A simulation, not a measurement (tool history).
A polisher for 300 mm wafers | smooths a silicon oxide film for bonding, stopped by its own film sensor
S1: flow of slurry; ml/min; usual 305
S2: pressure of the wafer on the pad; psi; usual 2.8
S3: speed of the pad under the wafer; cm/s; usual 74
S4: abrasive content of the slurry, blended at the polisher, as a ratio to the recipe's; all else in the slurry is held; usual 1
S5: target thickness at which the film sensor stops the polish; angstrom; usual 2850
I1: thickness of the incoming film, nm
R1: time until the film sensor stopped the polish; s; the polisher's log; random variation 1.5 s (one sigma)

run 1 hour=0 | S1=305 S2=2.8 S3=74 S4=1 S5=2850 | I1=371.4 | R1=88.8
run 2 hour=9.3 | S1=305 S2=2.8 S3=74 S4=1 S5=2850 | I1=371.5 | R1=92.2
run 3 hour=21.4 | S1=305 S2=2.8 S3=74 S4=1 S5=2850 | I1=374.9 | R1=91.7
run 4 hour=29.9 | S1=305 S2=2.8 S3=74 S4=1 S5=2850 | I1=372.2 | R1=92.3
run 5 hour=42.1 | S1=350 S2=2.8 S3=74 S4=1 S5=2850 | I1=365.3 | R1=79.9
run 6 hour=56.2 | S1=350 S2=2.8 S3=74 S4=1 S5=2850 | I1=370.3 | R1=86.6
-- hour=61.5 worn pad replaced by a new one
run 7 hour=69.3 | S1=305 S2=2.8 S3=74 S4=1.1 S5=2690 | I1=361.9 | R1=92.8
-- hour=85.4 head pressure recalibrated
run 8 hour=86.9 | S1=350 S2=2.8 S3=74 S4=1 S5=2850 | I1=368.2 | R1=84.9
run 9 hour=104.1 | S1=330 S2=2.8 S3=74 S4=0.75 S5=2850 | I1=366.9 | R1=96.8
run 10 hour=118.7 | S1=280 S2=2.5 S3=74 S4=1.15 S5=2850 | I1=365.1 | R1=86.6
run 11 hour=125.7 | S1=305 S2=3.5 S3=100 S4=0.85 S5=2730 | I1=371 | R1=68.2
run 12 hour=133.5 | S1=305 S2=3.4 S3=90 S4=1 S5=3050 | I1=366.6 | R1=44.9
run 13 hour=173.1 | S1=305 S2=2.8 S3=74 S4=1 S5=2850 | I1=368.7 | R1=84.2
-- hour=189.5 worn pad replaced by a new one
run 14 hour=190.3 | S1=240 S2=3.4 S3=74 S4=1 S5=3130 | I1=369.3 | R1=50.1
-- hour=195.3 slurry blender recalibrated
-- hour=199.3 slurry nozzle cleaned
run 15 hour=199.8 | S1=305 S2=3.2 S3=74 S4=0.85 S5=2600 | I1=375.6 | R1=112.2
run 16 hour=206.3 | S1=305 S2=2.8 S3=74 S4=1 S5=2850 | I1=363.9 | R1=82.9
run 17 hour=216.9 | S1=270 S2=2.8 S3=74 S4=1 S5=3080 | I1=377.5 | R1=73.9
run 18 hour=228.1 | S1=305 S2=2.8 S3=74 S4=1 S5=2850 | I1=370 | R1=87.2
run 19 hour=243.8 | S1=220 S2=2.8 S3=74 S4=1 S5=2850 | I1=370.9 | R1=93.8
run 20 hour=250.8 | S1=305 S2=2.8 S3=62 S4=0.8 S5=2850 | I1=365.3 | R1=103.8
run 21 hour=267.2 | S1=220 S2=2.8 S3=58 S4=1 S5=2650 | I1=364.4 | R1=128.2
run 22 hour=276.6 | S1=305 S2=2.8 S3=74 S4=0.75 S5=2850 | I1=377.1 | R1=107.9
run 23 hour=287.1 | S1=305 S2=2.8 S3=74 S4=1 S5=2850 | I1=363.1 | R1=80.1
-- hour=306.8 worn pad replaced by a new one
run 24 hour=307.3 | S1=220 S2=3.3 S3=74 S4=1 S5=2650 | I1=377.3 | R1=104.3
run 25 hour=311.4 | S1=305 S2=2.8 S3=64 S4=1.25 S5=2850 | I1=369.1 | R1=90.4
run 26 hour=321.9 | S1=305 S2=2.8 S3=74 S4=1 S5=2850 | I1=368.9 | R1=87.3
run 27 hour=370.2 | S1=305 S2=2.8 S3=74 S4=1.25 S5=2850 | I1=368.2 | R1=77.3
run 28 hour=378.3 | S1=215 S2=2.8 S3=74 S4=1 S5=2620 | I1=372.9 | R1=116.9
run 29 hour=385.1 | S1=305 S2=2.8 S3=74 S4=1 S5=2850 | I1=369.5 | R1=86.3

Forecast each of these 5 alternatives for the next run:
run A hour=385.6 | S1=380 S2=2.8 S3=74 S4=1 S5=2850 | I1=365.5 | R1=?
run B hour=385.6 | S1=305 S2=2.8 S3=74 S4=1 S5=2980 | I1=365.5 | R1=?
run C hour=385.6 | S1=340 S2=2.8 S3=74 S4=1 S5=2850 | I1=365.5 | R1=?
run D hour=385.6 | S1=400 S2=2.8 S3=74 S4=1.3 S5=2850 | I1=365.5 | R1=?
run E hour=385.6 | S1=220 S2=2.8 S3=60 S4=0.85 S5=2640 | I1=365.5 | R1=?

run=A R1=80.9
run=B R1=69.2
run=C R1=81.7
run=D R1=73
run=E R1=136.6
Without the tool's hidden state the same runs would have given:
run=A R1=80.9
run=B R1=69.2
run=C R1=81.7
run=D R1=73
run=E R1=136.6

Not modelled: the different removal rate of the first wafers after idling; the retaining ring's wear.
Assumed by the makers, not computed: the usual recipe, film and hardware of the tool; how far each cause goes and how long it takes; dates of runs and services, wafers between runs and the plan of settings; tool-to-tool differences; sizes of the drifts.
